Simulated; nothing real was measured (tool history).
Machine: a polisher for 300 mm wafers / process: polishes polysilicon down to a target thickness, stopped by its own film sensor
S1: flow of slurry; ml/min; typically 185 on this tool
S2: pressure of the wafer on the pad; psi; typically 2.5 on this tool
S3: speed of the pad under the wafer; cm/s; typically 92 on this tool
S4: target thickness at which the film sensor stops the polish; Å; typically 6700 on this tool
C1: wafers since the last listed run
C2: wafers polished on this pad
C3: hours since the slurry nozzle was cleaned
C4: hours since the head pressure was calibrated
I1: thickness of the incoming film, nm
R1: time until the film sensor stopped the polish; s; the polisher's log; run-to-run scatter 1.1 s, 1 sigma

| run | hour | S1 | S2 | S3 | S4 | C1 | C2 | C3 | C4 | I1 | R1 |
|---|---|---|---|---|---|---|---|---|---|---|---|
| 1 | 0.0 | 185 | 2.5 | 92 | 6700 | 0 | 56 | 278.9 | 167.7 | 1129.2 | 55.5 |
| 2 | 63.2 | 185 | 2.5 | 92 | 6700 | 765 | 822 | 342.1 | 230.9 | 1117.0 | 56.2 |
| 3 | 129.9 | 185 | 2.5 | 92 | 6700 | 808 | 1631 | 408.8 | 297.6 | 1128.7 | 56.3 |
|  | 155.6 | worn pad replaced by a new one |
| 4 | 184.4 | 185 | 2.5 | 66 | 6700 | 611 | 348 | 463.3 | 352.1 | 1107.1 | 74.7 |
| 5 | 208.9 | 185 | 2.5 | 66 | 6700 | 296 | 645 | 487.8 | 376.6 | 1104.1 | 72.4 |
| 6 | 274.3 | 185 | 2.5 | 66 | 6700 | 792 | 1438 | 553.2 | 442.0 | 1128.8 | 78.4 |
|  | 325.5 | worn pad replaced by a new one |
| 7 | 370.8 | 185 | 2.5 | 92 | 6700 | 1120 | 548 | 649.7 | 538.5 | 1098.8 | 52.1 |
|  | 373.5 | head pressure recalibrated |
| 8 | 411.9 | 185 | 2.5 | 92 | 6700 | 473 | 1022 | 690.8 | 38.4 | 1114.6 | 57.3 |

Run 9 is up next; what results do you expect?
| 9 | 454.4 | 185 | 2.5 | 116 | 7550 | 515 | 1537 | 733.3 | 80.9 | 1113.6 | ? |

{"run 9": {"R1": 35.8}}
If the tool had no hidden condition, the same run with the same run-to-run variation would have returned R1 35.8 s.
